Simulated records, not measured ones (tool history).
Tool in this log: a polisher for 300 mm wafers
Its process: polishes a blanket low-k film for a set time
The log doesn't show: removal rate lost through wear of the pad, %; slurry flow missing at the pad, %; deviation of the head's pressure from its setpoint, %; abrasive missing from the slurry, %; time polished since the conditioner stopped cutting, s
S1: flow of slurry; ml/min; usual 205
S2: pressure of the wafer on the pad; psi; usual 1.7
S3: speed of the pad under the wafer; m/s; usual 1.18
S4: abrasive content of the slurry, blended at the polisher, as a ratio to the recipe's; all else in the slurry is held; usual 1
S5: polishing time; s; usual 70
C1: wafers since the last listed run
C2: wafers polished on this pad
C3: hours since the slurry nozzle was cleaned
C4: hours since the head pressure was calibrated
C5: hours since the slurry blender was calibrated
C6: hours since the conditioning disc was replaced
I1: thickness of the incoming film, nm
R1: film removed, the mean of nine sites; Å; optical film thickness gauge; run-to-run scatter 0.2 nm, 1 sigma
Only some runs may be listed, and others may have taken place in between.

run,day,S1,S2,S3,S4,S5,C1,C2,C3,C4,C5,C6,I1,R1
1,0,205,1.7,1.18,1,70,0,189,373.5,589,184.6,459.4,456.7,202
2,0.338,205,1.7,1.18,1,70,92,282,381.6,597.1,192.7,467.5,455,199
3,0.967,205,1.3,1.18,1,70,172,455,396.7,612.2,207.8,482.6,460.2,156
4,1.438,205,1.7,1.18,1,70,129,584,408,623.5,219.1,493.9,456.6,197
5,1.971,205,1.7,1.18,1,70,146,730,420.8,636.3,231.9,506.7,456.6,194
# day 2.167: worn pad replaced by a new one
6,2.296,250,1.7,1.18,1,70,43,35,428.6,644.1,239.7,514.5,461.2,197
7,2.658,205,1.7,1.18,1,70,99,135,437.3,652.8,248.4,523.2,465,187
# day 3.183: slurry nozzle cleaned
# day 3.229: conditioning disc replaced and pad reconditioned
8,3.317,205,1.7,1.18,1,70,155,290,3.2,668.6,264.2,2.1,464,206
9,3.771,205,1.3,1.36,1,59,124,415,14.1,679.5,275.1,13,461.7,148
10,4.225,205,1.7,1.46,1,61,124,540,25,690.4,286,23.9,451.6,208
# day 4.567: worn pad replaced by a new one
11,4.792,185,1.9,1.52,0.9,70,109,61,38.6,704,299.6,37.5,461.9,243

Predict the results of run 12:
# day 4.95: slurry blender recalibrated
12,5.304,265,1.1,1,0.8,70,117,179,50.9,716.3,8.5,49.8,461.8,?

R1: 128 Å
With the hidden condition absent and the run-to-run variation left alone, this run would have shown R1 130 Å.

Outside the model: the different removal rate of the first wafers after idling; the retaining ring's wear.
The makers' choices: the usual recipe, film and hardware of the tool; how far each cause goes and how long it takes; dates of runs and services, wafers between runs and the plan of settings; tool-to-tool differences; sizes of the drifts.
